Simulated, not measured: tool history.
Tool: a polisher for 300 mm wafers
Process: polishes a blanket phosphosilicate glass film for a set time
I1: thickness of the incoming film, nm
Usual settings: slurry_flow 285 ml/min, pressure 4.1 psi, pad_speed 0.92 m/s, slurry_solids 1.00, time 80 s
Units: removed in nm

run 1 hour=0.0 | slurry_flow=285 pressure=4.1 pad_speed=0.92 slurry_solids=1.00 time=69 | I1=3547.1 | removed=629.0
run 2 hour=32.0 | slurry_flow=285 pressure=4.1 pad_speed=0.92 slurry_solids=1.00 time=80 | I1=3512.9 | removed=737.4
run 3 hour=65.5 | slurry_flow=285 pressure=4.1 pad_speed=0.92 slurry_solids=1.00 time=80 | I1=3535.8 | removed=747.1
-- hour=78.5 worn pad replaced by a new one
run 4 hour=85.3 | slurry_flow=285 pressure=4.1 pad_speed=0.92 slurry_solids=1.00 time=80 | I1=3469.7 | removed=739.3
run 5 hour=106.0 | slurry_flow=285 pressure=4.1 pad_speed=0.92 slurry_solids=1.00 time=80 | I1=3535.7 | removed=742.4
run 6 hour=140.6 | slurry_flow=285 pressure=4.1 pad_speed=0.92 slurry_solids=1.00 time=80 | I1=3471.1 | removed=748.5
run 7 hour=167.6 | slurry_flow=285 pressure=4.1 pad_speed=0.92 slurry_solids=1.00 time=80 | I1=3507.3 | removed=741.4
run 8 hour=181.6 | slurry_flow=285 pressure=4.1 pad_speed=0.92 slurry_solids=1.00 time=80 | I1=3476.5 | removed=739.2
run 9 hour=205.0 | slurry_flow=285 pressure=4.1 pad_speed=0.92 slurry_solids=1.00 time=80 | I1=3563.2 | removed=741.4
-- hour=209.2 head pressure recalibrated
-- hour=219.5 conditioning disc replaced and pad reconditioned
run 10 hour=220.0 | slurry_flow=285 pressure=4.1 pad_speed=0.92 slurry_solids=1.00 time=80 | I1=3483.2 | removed=747.4
-- hour=236.5 worn pad replaced by a new one
run 11 hour=244.4 | slurry_flow=285 pressure=4.1 pad_speed=0.92 slurry_solids=1.00 time=80 | I1=3542.9 | removed=746.9
run 12 hour=274.5 | slurry_flow=285 pressure=5.2 pad_speed=1.06 slurry_solids=1.00 time=80 | I1=3557.5 | removed=1060.9
run 13 hour=303.1 | slurry_flow=325 pressure=3.2 pad_speed=0.76 slurry_solids=1.15 time=80 | I1=3530.8 | removed=526.8
run 14 hour=330.8 | slurry_flow=285 pressure=4.1 pad_speed=0.92 slurry_solids=1.00 time=80 | I1=3503.1 | removed=737.3
run 15 hour=361.3 | slurry_flow=285 pressure=3.5 pad_speed=0.92 slurry_solids=1.00 time=80 | I1=3494.6 | removed=633.3
-- hour=368.9 slurry nozzle cleaned
-- hour=382.9 worn pad replaced by a new one
run 16 hour=387.6 | slurry_flow=285 pressure=4.1 pad_speed=0.92 slurry_solids=1.00 time=80 | I1=3582.7 | removed=749.5
run 17 hour=400.4 | slurry_flow=285 pressure=3.6 pad_speed=0.92 slurry_solids=1.25 time=63 | I1=3559.7 | removed=551.9
-- hour=404.3 slurry blender recalibrated
run 18 hour=426.2 | slurry_flow=285 pressure=4.1 pad_speed=0.92 slurry_solids=1.00 time=80 | I1=3590.3 | removed=749.3
-- hour=445.8 conditioning disc replaced and pad reconditioned
run 19 hour=453.6 | slurry_flow=185 pressure=4.1 pad_speed=0.64 slurry_solids=0.75 time=80 | I1=3580.1 | removed=477.4
run 20 hour=487.7 | slurry_flow=285 pressure=4.1 pad_speed=0.92 slurry_solids=0.75 time=92 | I1=3507.8 | removed=770.3
-- hour=505.5 head pressure recalibrated
-- hour=514.1 worn pad replaced by a new one
run 21 hour=520.7 | slurry_flow=285 pressure=4.1 pad_speed=0.92 slurry_solids=1.00 time=80 | I1=3556.0 | removed=741.8
run 22 hour=534.6 | slurry_flow=235 pressure=3.3 pad_speed=0.76 slurry_solids=1.00 time=80 | I1=3493.3 | removed=505.0
run 23 hour=568.6 | slurry_flow=285 pressure=4.1 pad_speed=1.12 slurry_solids=1.00 time=80 | I1=3516.3 | removed=872.1
run 24 hour=584.9 | slurry_flow=285 pressure=4.1 pad_speed=0.92 slurry_solids=1.00 time=80 | I1=3477.4 | removed=743.2

5 ways to go on from here, each from the tool as it stands after run 24. What would each give?
run A hour=585.4 | slurry_flow=285 pressure=4.1 pad_speed=0.92 slurry_solids=1.00 time=57 | I1=3456.0 | removed=?
run B hour=585.4 | slurry_flow=360 pressure=4.6 pad_speed=1.22 slurry_solids=1.00 time=80 | I1=3456.0 | removed=?
run C hour=585.4 | slurry_flow=245 pressure=4.1 pad_speed=0.92 slurry_solids=1.00 time=100 | I1=3456.0 | removed=?
run D hour=585.4 | slurry_flow=285 pressure=4.9 pad_speed=0.92 slurry_solids=1.00 time=80 | I1=3456.0 | removed=?
run E hour=585.4 | slurry_flow=285 pressure=4.1 pad_speed=0.92 slurry_solids=1.00 time=97 | I1=3456.0 | removed=?

run=A removed=527.1
run=B removed=1062.4
run=C removed=909.0
run=D removed=884.1
run=E removed=896.9
Without the tool's hidden state the same runs would have given:
run=A removed=527.1
run=B removed=1062.4
run=C removed=909.0
run=D removed=884.1
run=E removed=896.9
